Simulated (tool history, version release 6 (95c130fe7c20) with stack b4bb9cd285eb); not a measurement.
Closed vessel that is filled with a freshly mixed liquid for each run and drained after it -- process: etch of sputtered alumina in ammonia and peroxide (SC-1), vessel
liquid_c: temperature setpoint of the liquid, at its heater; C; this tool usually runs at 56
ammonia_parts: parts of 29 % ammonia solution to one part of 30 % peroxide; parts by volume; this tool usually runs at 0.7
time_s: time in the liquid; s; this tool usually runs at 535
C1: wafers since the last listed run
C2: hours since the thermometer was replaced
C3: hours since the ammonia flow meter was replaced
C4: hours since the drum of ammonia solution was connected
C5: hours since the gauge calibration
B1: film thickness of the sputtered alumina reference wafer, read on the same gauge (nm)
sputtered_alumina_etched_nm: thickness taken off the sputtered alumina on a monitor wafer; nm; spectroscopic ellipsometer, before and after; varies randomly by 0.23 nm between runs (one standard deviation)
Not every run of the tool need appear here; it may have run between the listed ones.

{"run": 1, "day": 0.0, "liquid_c": 51.5, "ammonia_parts": 0.7, "time_s": 535, "C1": 0, "C2": 508.8, "C3": 1809.3, "C4": 59.2, "C5": 407.3, "B1": 130.01, "sputtered_alumina_etched_nm": 31.87}
{"day": 1.138, "done": "gauge calibrated"}
{"run": 2, "day": 2.133, "liquid_c": 56, "ammonia_parts": 0.7, "time_s": 535, "C1": 3154, "C2": 560, "C3": 1860.5, "C4": 110.4, "C5": 23.9, "B1": 130.01, "sputtered_alumina_etched_nm": 40.76}
{"run": 3, "day": 3.996, "liquid_c": 56, "ammonia_parts": 0.7, "time_s": 755, "C1": 2754, "C2": 604.7, "C3": 1905.2, "C4": 155.1, "C5": 68.6, "B1": 130.02, "sputtered_alumina_etched_nm": 56.88}
{"run": 4, "day": 5.488, "liquid_c": 56, "ammonia_parts": 0.8, "time_s": 535, "C1": 2205, "C2": 640.5, "C3": 1941, "C4": 190.9, "C5": 104.4, "B1": 130.02, "sputtered_alumina_etched_nm": 40.25}
{"run": 5, "day": 7.804, "liquid_c": 56, "ammonia_parts": 0.7, "time_s": 535, "C1": 3425, "C2": 696.1, "C3": 1996.6, "C4": 246.5, "C5": 160, "B1": 130, "sputtered_alumina_etched_nm": 40.36}
{"day": 9.971, "done": "thermometer replaced"}
{"run": 6, "day": 9.992, "liquid_c": 56, "ammonia_parts": 0.7, "time_s": 535, "C1": 3173, "C2": 0.5, "C3": 2049.1, "C4": 299, "C5": 212.5, "B1": 130.01, "sputtered_alumina_etched_nm": 42.1}
{"day": 10.104, "done": "new drum of ammonia solution connected"}
{"run": 7, "day": 11.912, "liquid_c": 56, "ammonia_parts": 0.7, "time_s": 535, "C1": 2778, "C2": 46.6, "C3": 2095.2, "C4": 43.4, "C5": 258.6, "B1": 130.02, "sputtered_alumina_etched_nm": 41.82}
{"run": 8, "day": 14.296, "liquid_c": 56, "ammonia_parts": 0.7, "time_s": 535, "C1": 3524, "C2": 103.8, "C3": 2152.4, "C4": 100.6, "C5": 315.8, "B1": 130.02, "sputtered_alumina_etched_nm": 41.42}
{"day": 16.208, "done": "gauge calibrated"}
{"run": 9, "day": 16.308, "liquid_c": 56, "ammonia_parts": 0.85, "time_s": 535, "C1": 2975, "C2": 152.1, "C3": 2200.7, "C4": 148.9, "C5": 2.4, "B1": 130.01, "sputtered_alumina_etched_nm": 42.62}
{"day": 16.875, "done": "ammonia flow meter replaced"}
{"run": 10, "day": 18.133, "liquid_c": 61, "ammonia_parts": 0.85, "time_s": 335, "C1": 2637, "C2": 195.9, "C3": 30.2, "C4": 192.7, "C5": 46.2, "B1": 130.01, "sputtered_alumina_etched_nm": 34.05}
{"run": 11, "day": 20.879, "liquid_c": 49.5, "ammonia_parts": 0.5, "time_s": 410, "C1": 4060, "C2": 261.8, "C3": 96.1, "C4": 258.6, "C5": 112.1, "B1": 129.99, "sputtered_alumina_etched_nm": 21.43}
{"run": 12, "day": 22.792, "liquid_c": 46.5, "ammonia_parts": 0.5, "time_s": 360, "C1": 2828, "C2": 307.7, "C3": 142, "C4": 304.5, "C5": 158, "B1": 129.99, "sputtered_alumina_etched_nm": 15.91}
{"day": 23.762, "done": "new drum of ammonia solution connected"}
{"run": 13, "day": 24.192, "liquid_c": 51.5, "ammonia_parts": 0.45, "time_s": 535, "C1": 2008, "C2": 341.3, "C3": 175.6, "C4": 10.3, "C5": 191.6, "B1": 129.98, "sputtered_alumina_etched_nm": 30.48}
{"run": 14, "day": 26.608, "liquid_c": 56, "ammonia_parts": 0.9, "time_s": 535, "C1": 3573, "C2": 399.3, "C3": 233.6, "C4": 68.3, "C5": 249.6, "B1": 129.96, "sputtered_alumina_etched_nm": 41.96}
{"run": 15, "day": 28.267, "liquid_c": 49.5, "ammonia_parts": 0.9, "time_s": 350, "C1": 2452, "C2": 439.1, "C3": 273.4, "C4": 108.1, "C5": 289.4, "B1": 130.01, "sputtered_alumina_etched_nm": 19.13}

Here are 3 independent what-if runs from the current tool condition. What would each one return?
{"run": "A", "day": 28.3, "liquid_c": 56, "ammonia_parts": 0.7, "time_s": 710, "C1": 49, "C2": 439.9, "C3": 274.2, "C4": 108.9, "C5": 290.2, "B1": "?", "sputtered_alumina_etched_nm": "?"}
{"run": "B", "day": 28.3, "liquid_c": 56, "ammonia_parts": 0.55, "time_s": 750, "C1": 49, "C2": 439.9, "C3": 274.2, "C4": 108.9, "C5": 290.2, "B1": "?", "sputtered_alumina_etched_nm": "?"}
{"run": "C", "day": 28.3, "liquid_c": 60, "ammonia_parts": 1, "time_s": 350, "C1": 49, "C2": 439.9, "C3": 274.2, "C4": 108.9, "C5": 290.2, "B1": "?", "sputtered_alumina_etched_nm": "?"}

run=A B1=130.01 sputtered_alumina_etched_nm=53.63
run=B B1=130.01 sputtered_alumina_etched_nm=55.37
run=C B1=130.01 sputtered_alumina_etched_nm=33.7
The same runs, with their run-to-run variation unchanged, on a tool lacking any hidden condition would have given:
run=A sputtered_alumina_etched_nm=55.47
run=B sputtered_alumina_etched_nm=57.27
run=C sputtered_alumina_etched_nm=34.83
